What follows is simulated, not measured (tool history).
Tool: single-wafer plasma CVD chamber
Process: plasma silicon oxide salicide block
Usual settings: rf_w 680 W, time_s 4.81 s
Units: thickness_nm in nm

run,hour,rf_w,time_s,"read-back reference wafer on the same gauge, thickness_nm",thickness_nm
1,0,585,4.17,53.071,45.399
2,65.8,585,4.17,53.064,45.473
3,163.1,680,5.12,53.107,58.793
4,211.4,680,5.21,53.129,59.384
5,267.4,680,4.81,53.175,55.215
6,341.4,680,4.81,53.111,55.324
7,572.2,680,4.81,53.133,54.882
# hour 596: showerhead replaced
8,651.3,680,4.81,53.099,54.627
# hour 703.9: gauge calibrated
9,745.2,680,4.81,53.116,54.082
10,862.4,680,4.81,53.074,54.235
11,907.7,680,4.81,53.14,54.323
12,977.8,680,4.81,53.114,54.29
13,1059.9,680,4.09,53.149,45.896
14,1127.8,680,4.81,53.097,54.248
15,1188.4,560,5.4,53.099,56.503
# hour 1252.4: RF generator calibrated
16,1262.3,765,5.5,53.049,65.712
17,1323.3,680,4.81,53.084,55.044
18,1368.4,680,4.81,53.029,55.157
19,1458.2,680,4.81,53.111,54.558
20,1494.9,560,5.45,53.199,58.646
21,1573.9,585,4.17,53.142,45.633
22,1615.7,805,5.71,53.093,69.107
23,1652.2,600,4.81,53.146,52.455
24,1753.7,795,4.05,53.133,48.496

Some steps in thickness_nm between neighbouring runs. How much of each would the tool show without its hidden state too (settings, what came in, random variation), and how much is left for the hidden state, with any gauge scatter that isn't in both results?
The hidden state here: delivered RF power above the setpoint (%); gauge reads high (%).
Run 13 -> 14: time_s 4.09 -> 4.81. thickness_nm +8.352 nm: hidden state -0.29, all else +8.642.
Run 15 -> 16: rf_w 560 -> 765, time_s 5.4 -> 5.5, RF generator calibrated. thickness_nm +9.209 nm: hidden state +1.194, all else +8.015.
Run 21 -> 22: rf_w 585 -> 805, time_s 4.17 -> 5.71. thickness_nm +23.474 nm: hidden state -0.131, all else +23.605.
Run 22 -> 23: rf_w 805 -> 600, time_s 5.71 -> 4.81. thickness_nm -16.652 nm: hidden state +0.068, all else -16.72.

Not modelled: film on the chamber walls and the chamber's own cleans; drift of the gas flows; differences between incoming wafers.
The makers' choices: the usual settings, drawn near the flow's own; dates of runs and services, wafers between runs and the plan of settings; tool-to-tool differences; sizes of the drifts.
